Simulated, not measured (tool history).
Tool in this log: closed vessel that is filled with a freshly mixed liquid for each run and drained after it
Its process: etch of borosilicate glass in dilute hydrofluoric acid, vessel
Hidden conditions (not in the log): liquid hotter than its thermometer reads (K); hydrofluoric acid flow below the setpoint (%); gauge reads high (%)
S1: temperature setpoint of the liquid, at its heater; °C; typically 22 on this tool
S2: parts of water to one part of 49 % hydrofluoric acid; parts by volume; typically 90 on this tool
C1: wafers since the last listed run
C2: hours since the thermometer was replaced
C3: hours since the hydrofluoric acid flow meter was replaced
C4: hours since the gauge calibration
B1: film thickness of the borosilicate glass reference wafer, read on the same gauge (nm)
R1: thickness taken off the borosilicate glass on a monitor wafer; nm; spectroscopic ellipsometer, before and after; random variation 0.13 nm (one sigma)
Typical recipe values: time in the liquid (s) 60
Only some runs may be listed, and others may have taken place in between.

{"run": 1, "hour": 0.0, "S1": 22, "S2": 90, "time in the liquid (s)": 60, "C1": 0, "C2": 447.2, "C3": 104.6, "C4": 237.4, "B1": 80.03, "R1": 22.3}
{"run": 2, "hour": 18.1, "S1": 22, "S2": 90, "time in the liquid (s)": 60, "C1": 1614, "C2": 465.3, "C3": 122.7, "C4": 255.5, "B1": 80, "R1": 22.14}
{"run": 3, "hour": 37.2, "S1": 22, "S2": 90, "time in the liquid (s)": 60, "C1": 1703, "C2": 484.4, "C3": 141.8, "C4": 274.6, "B1": 79.99, "R1": 22.04}
{"run": 4, "hour": 71.1, "S1": 22, "S2": 90, "time in the liquid (s)": 60, "C1": 3023, "C2": 518.3, "C3": 175.7, "C4": 308.5, "B1": 79.98, "R1": 22.34}
{"run": 5, "hour": 158.3, "S1": 22, "S2": 90, "time in the liquid (s)": 60, "C1": 7778, "C2": 605.5, "C3": 262.9, "C4": 395.7, "B1": 80, "R1": 22.04}
{"run": 6, "hour": 179.7, "S1": 22, "S2": 90, "time in the liquid (s)": 60, "C1": 1908, "C2": 626.9, "C3": 284.3, "C4": 417.1, "B1": 80.01, "R1": 22}
{"run": 7, "hour": 196.8, "S1": 22, "S2": 90, "time in the liquid (s)": 60, "C1": 1525, "C2": 644, "C3": 301.4, "C4": 434.2, "B1": 80.04, "R1": 22.13}
{"run": 8, "hour": 294.9, "S1": 22, "S2": 90, "time in the liquid (s)": 60, "C1": 8750, "C2": 742.1, "C3": 399.5, "C4": 532.3, "B1": 79.98, "R1": 22.23}
{"run": 9, "hour": 314.1, "S1": 22, "S2": 90, "time in the liquid (s)": 60, "C1": 1712, "C2": 761.3, "C3": 418.7, "C4": 551.5, "B1": 80, "R1": 22.08}
{"run": 10, "hour": 348.6, "S1": 22, "S2": 90, "time in the liquid (s)": 60, "C1": 3077, "C2": 795.8, "C3": 453.2, "C4": 586, "B1": 80.01, "R1": 21.69}
{"run": 11, "hour": 363.6, "S1": 22, "S2": 90, "time in the liquid (s)": 60, "C1": 1338, "C2": 810.8, "C3": 468.2, "C4": 601, "B1": 80, "R1": 21.89}
{"hour": 392.3, "done": "thermometer replaced"}
{"run": 12, "hour": 394.8, "S1": 22, "S2": 90, "time in the liquid (s)": 60, "C1": 2693, "C2": 2.5, "C3": 499.4, "C4": 632.2, "B1": 79.97, "R1": 22.08}
{"run": 13, "hour": 421.9, "S1": 22, "S2": 90, "time in the liquid (s)": 60, "C1": 2417, "C2": 29.6, "C3": 526.5, "C4": 659.3, "B1": 80.02, "R1": 21.85}
{"run": 14, "hour": 442.2, "S1": 22, "S2": 90, "time in the liquid (s)": 60, "C1": 1810, "C2": 49.9, "C3": 546.8, "C4": 679.6, "B1": 80, "R1": 21.95}
{"run": 15, "hour": 475.2, "S1": 22, "S2": 90, "time in the liquid (s)": 60, "C1": 2943, "C2": 82.9, "C3": 579.8, "C4": 712.6, "B1": 80, "R1": 22.09}
{"run": 16, "hour": 507.5, "S1": 22, "S2": 90, "time in the liquid (s)": 60, "C1": 2881, "C2": 115.2, "C3": 612.1, "C4": 744.9, "B1": 80.01, "R1": 21.91}
{"run": 17, "hour": 524.1, "S1": 22, "S2": 90, "time in the liquid (s)": 60, "C1": 1480, "C2": 131.8, "C3": 628.7, "C4": 761.5, "B1": 80.01, "R1": 21.91}
{"run": 18, "hour": 542.7, "S1": 19, "S2": 70, "time in the liquid (s)": 45, "C1": 1659, "C2": 150.4, "C3": 647.3, "C4": 780.1, "B1": 79.99, "R1": 19.19}
{"run": 19, "hour": 571.2, "S1": 20.5, "S2": 90, "time in the liquid (s)": 60, "C1": 2542, "C2": 178.9, "C3": 675.8, "C4": 808.6, "B1": 79.98, "R1": 20.23}
{"run": 20, "hour": 602.3, "S1": 24, "S2": 90, "time in the liquid (s)": 60, "C1": 2774, "C2": 210, "C3": 706.9, "C4": 839.7, "B1": 80, "R1": 23.61}
{"run": 21, "hour": 629.6, "S1": 22, "S2": 90, "time in the liquid (s)": 60, "C1": 2435, "C2": 237.3, "C3": 734.2, "C4": 867, "B1": 79.99, "R1": 21.6}
{"hour": 652.2, "done": "gauge calibrated"}
{"run": 22, "hour": 719.2, "S1": 25, "S2": 90, "time in the liquid (s)": 60, "C1": 7992, "C2": 326.9, "C3": 823.8, "C4": 67, "B1": 80, "R1": 24.3}
{"run": 23, "hour": 749.8, "S1": 22, "S2": 90, "time in the liquid (s)": 60, "C1": 2729, "C2": 357.5, "C3": 854.4, "C4": 97.6, "B1": 80, "R1": 21.54}
{"run": 24, "hour": 771.6, "S1": 22, "S2": 90, "time in the liquid (s)": 35, "C1": 1944, "C2": 379.3, "C3": 876.2, "C4": 119.4, "B1": 80, "R1": 12.66}
{"run": 25, "hour": 807.0, "S1": 22, "S2": 90, "time in the liquid (s)": 60, "C1": 3157, "C2": 414.7, "C3": 911.6, "C4": 154.8, "B1": 80.01, "R1": 21.6}
{"hour": 813.4, "done": "hydrofluoric acid flow meter replaced"}
{"run": 26, "hour": 839.1, "S1": 22, "S2": 90, "time in the liquid (s)": 60, "C1": 2774, "C2": 446.8, "C3": 25.7, "C4": 186.9, "B1": 80, "R1": 22.69}
{"run": 27, "hour": 867.6, "S1": 22, "S2": 90, "time in the liquid (s)": 60, "C1": 2542, "C2": 475.3, "C3": 54.2, "C4": 215.4, "B1": 79.98, "R1": 22.35}
{"run": 28, "hour": 897.6, "S1": 20, "S2": 70, "time in the liquid (s)": 70, "C1": 2676, "C2": 505.3, "C3": 84.2, "C4": 245.4, "B1": 80.01, "R1": 31.63}
{"run": 29, "hour": 921.9, "S1": 20, "S2": 90, "time in the liquid (s)": 60, "C1": 2167, "C2": 529.6, "C3": 108.5, "C4": 269.7, "B1": 79.98, "R1": 20.55}
{"run": 30, "hour": 946.0, "S1": 17.5, "S2": 90, "time in the liquid (s)": 90, "C1": 2149, "C2": 553.7, "C3": 132.6, "C4": 293.8, "B1": 80, "R1": 27.77}
{"run": 31, "hour": 973.6, "S1": 20.5, "S2": 90, "time in the liquid (s)": 40, "C1": 2461, "C2": 581.3, "C3": 160.2, "C4": 321.4, "B1": 79.99, "R1": 14}
{"run": 32, "hour": 1051.0, "S1": 22, "S2": 90, "time in the liquid (s)": 60, "C1": 6904, "C2": 658.7, "C3": 237.6, "C4": 398.8, "B1": 80, "R1": 22.23}
{"run": 33, "hour": 1077.5, "S1": 22, "S2": 115, "time in the liquid (s)": 60, "C1": 2363, "C2": 685.2, "C3": 264.1, "C4": 425.3, "B1": 79.97, "R1": 16.91}

4 options for the next run, each taken on its own from the tool as it stands now. Forecast them:
{"run": "A", "hour": 1078.2, "S1": 22, "S2": 90, "time in the liquid (s)": 60, "C1": 62, "C2": 685.9, "C3": 264.8, "C4": 426, "B1": "?", "R1": "?"}
{"run": "B", "hour": 1078.2, "S1": 17.5, "S2": 90, "time in the liquid (s)": 35, "C1": 62, "C2": 685.9, "C3": 264.8, "C4": 426, "B1": "?", "R1": "?"}
{"run": "C", "hour": 1078.2, "S1": 24.5, "S2": 90, "time in the liquid (s)": 45, "C1": 62, "C2": 685.9, "C3": 264.8, "C4": 426, "B1": "?", "R1": "?"}
{"run": "D", "hour": 1078.2, "S1": 26, "S2": 55, "time in the liquid (s)": 45, "C1": 62, "C2": 685.9, "C3": 264.8, "C4": 426, "B1": "?", "R1": "?"}

run=A B1=80.01 R1=22.31
run=B B1=80.01 R1=10.8
run=C B1=80.01 R1=18.5
run=D B1=80.01 R1=33.68
What these runs would have given with no unlogged condition in the tool:
run=A R1=22.55
run=B R1=10.92
run=C R1=18.7
run=D R1=34.03
